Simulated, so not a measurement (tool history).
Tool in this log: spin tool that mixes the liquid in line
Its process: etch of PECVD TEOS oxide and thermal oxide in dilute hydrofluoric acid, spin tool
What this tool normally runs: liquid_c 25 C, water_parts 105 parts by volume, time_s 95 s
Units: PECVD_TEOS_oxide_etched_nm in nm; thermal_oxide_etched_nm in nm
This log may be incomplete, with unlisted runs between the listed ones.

run    hour  liquid_c  water_parts  time_s  wafers since the last listed run  hours since the thermometer was replaced  hours since the hydrofluoric acid flow meter was replaced  hours since the gauge calibration  read-back film thickness of the PECVD TEOS oxide reference wafer, read on the same gauge (nm)  read-back film thickness of the thermal oxide reference wafer, read on the same gauge (nm)  PECVD_TEOS_oxide_etched_nm  thermal_oxide_etched_nm
  1       0        25          105      95                                 0                                    1791.8                                                     1700.5                             1525.3                                                                                             80                                                                                      79.969                        9.44                    4.285
  2    65.4        25          105      95                               866                                    1857.2                                                     1765.9                             1590.7                                                                                          79.99                                                                                      79.997                        9.49                    4.281
      101.8  -- gauge calibrated
  3   118.9        25          105      95                               709                                    1910.7                                                     1819.4                               17.1                                                                                             80                                                                                      79.962                         9.5                    4.247
  4   163.5        25          105      95                               591                                    1955.3                                                       1864                               61.7                                                                                          80.01                                                                                      79.964                        9.48                    4.265
  5   207.3        25          105      95                               580                                    1999.1                                                     1907.8                              105.5                                                                                             80                                                                                      79.999                        9.52                    4.276
  6   277.2        25          105      95                               926                                      2069                                                     1977.7                              175.4                                                                                          80.01                                                                                      79.998                        9.48                     4.28
  7   341.6        25           80      65                               853                                    2133.4                                                     2042.1                              239.8                                                                                             80                                                                                      79.941                        8.83                    3.958
  8   383.4        25          105      95                               554                                    2175.2                                                     2083.9                              281.6                                                                                             80                                                                                       79.97                         9.5                    4.265
  9   429.9        25          105      95                               616                                    2221.7                                                     2130.4                              328.1                                                                                          79.98                                                                                      79.992                        9.47                    4.296
 10   497.1      22.5           65      95                               890                                    2288.9                                                     2197.6                              395.3                                                                                          80.02                                                                                      79.998                       14.61                    6.628
 11     532        25           90     150                               462                                    2323.8                                                     2232.5                              430.2                                                                                             80                                                                                      79.982                       17.85                    8.066
      539.1  -- thermometer replaced
 12   582.1        21          105      80                               650                                        43                                                     2282.6                              480.3                                                                                          79.97                                                                                      80.008                         6.7                    3.038
 13   615.4        23          155      70                               441                                      76.3                                                     2315.9                              513.6                                                                                          79.98                                                                                      79.972                        4.06                    1.829
 14   640.9        25           85     115                               337                                     101.8                                                     2341.4                              539.1                                                                                             80                                                                                      79.974                        14.4                    6.491
 15   698.5      29.5           75      95                               763                                     159.4                                                       2399                              596.7                                                                                             80                                                                                      79.994                       16.27                    7.322
      749.7  -- hydrofluoric acid flow meter replaced
 16   769.4        25          130     135                               926                                     230.3                                                       19.7                              667.6                                                                                             80                                                                                      79.993                       10.37                    4.714
 17   835.9        25          105      95                               881                                     296.8                                                       86.2                              734.1                                                                                             80                                                                                       80.03                        9.36                    4.213
 18   891.9      23.5           60     140                               742                                     352.8                                                      142.2                              790.1                                                                                          80.01                                                                                      79.998                        24.2                   10.836
 19     936      29.5          150      65                               584                                     396.9                                                      186.3                              834.2                                                                                             80                                                                                      79.986                        5.06                     2.28
 20   993.5        25          105      95                               762                                     454.4                                                      243.8                              891.7                                                                                          80.01                                                                                      80.004                        9.44                     4.23
 21  1059.6      27.5          105     130                               876                                     520.5                                                      309.9                              957.8                                                                                             80                                                                                      79.949                       14.25                    6.353
 22  1114.2        25          105      95                               723                                     575.1                                                      364.5                             1012.4                                                                                          80.02                                                                                      79.995                        9.45                    4.239
 23  1160.1        25          105      95                               608                                       621                                                      410.4                             1058.3                                                                                          79.99                                                                                      80.009                        9.39                    4.241
 24  1228.3        25          105      95                               903                                     689.2                                                      478.6                             1126.5                                                                                          80.01                                                                                      79.991                        9.45                    4.216
 25  1292.6        22          125     125                               852                                     753.5                                                      542.9                             1190.8                                                                                             80                                                                                      79.975                        9.06                    4.074
 26  1363.7      27.5           65     145                               942                                     824.6                                                        614                             1261.9                                                                                             80                                                                                      79.985                       27.11                    12.12

Consider 4 possible next runs. They are alternatives, not a sequence: every one starts from the tool as it was left by run 26. What does each give?
  A  1364.1        25          105      75                                 5                                       825                                                      614.4                             1262.3                                                                                              ?                                                                                           ?                           ?                        ?
  B  1364.1        25           75      55                                 5                                       825                                                      614.4                             1262.3                                                                                              ?                                                                                           ?                           ?                        ?
  C  1364.1      21.5          125     120                                 5                                       825                                                      614.4                             1262.3                                                                                              ?                                                                                           ?                           ?                        ?
  D  1364.1        25          145     145                                 5                                       825                                                      614.4                             1262.3                                                                                              ?                                                                                           ?                           ?                        ?

run  read-back film thickness of the PECVD TEOS oxide reference wafer, read on the same gauge (nm)  read-back film thickness of the thermal oxide reference wafer, read on the same gauge (nm)  PECVD_TEOS_oxide_etched_nm  thermal_oxide_etched_nm
  A                                                                                          79.99                                                                                      80.033                        7.45                    3.373
  B                                                                                          79.99                                                                                      80.033                        7.95                    3.599
  C                                                                                          79.99                                                                                      80.033                        8.51                    3.857
  D                                                                                          79.99                                                                                      80.033                        9.93                    4.498
The same runs, with their run-to-run variation unchanged, on a tool lacking any hidden condition would have given:
run  PECVD_TEOS_oxide_etched_nm  thermal_oxide_etched_nm
  A                        7.38                    3.343
  B                        7.87                    3.566
  C                        8.44                    3.822
  D                        9.84                    4.459
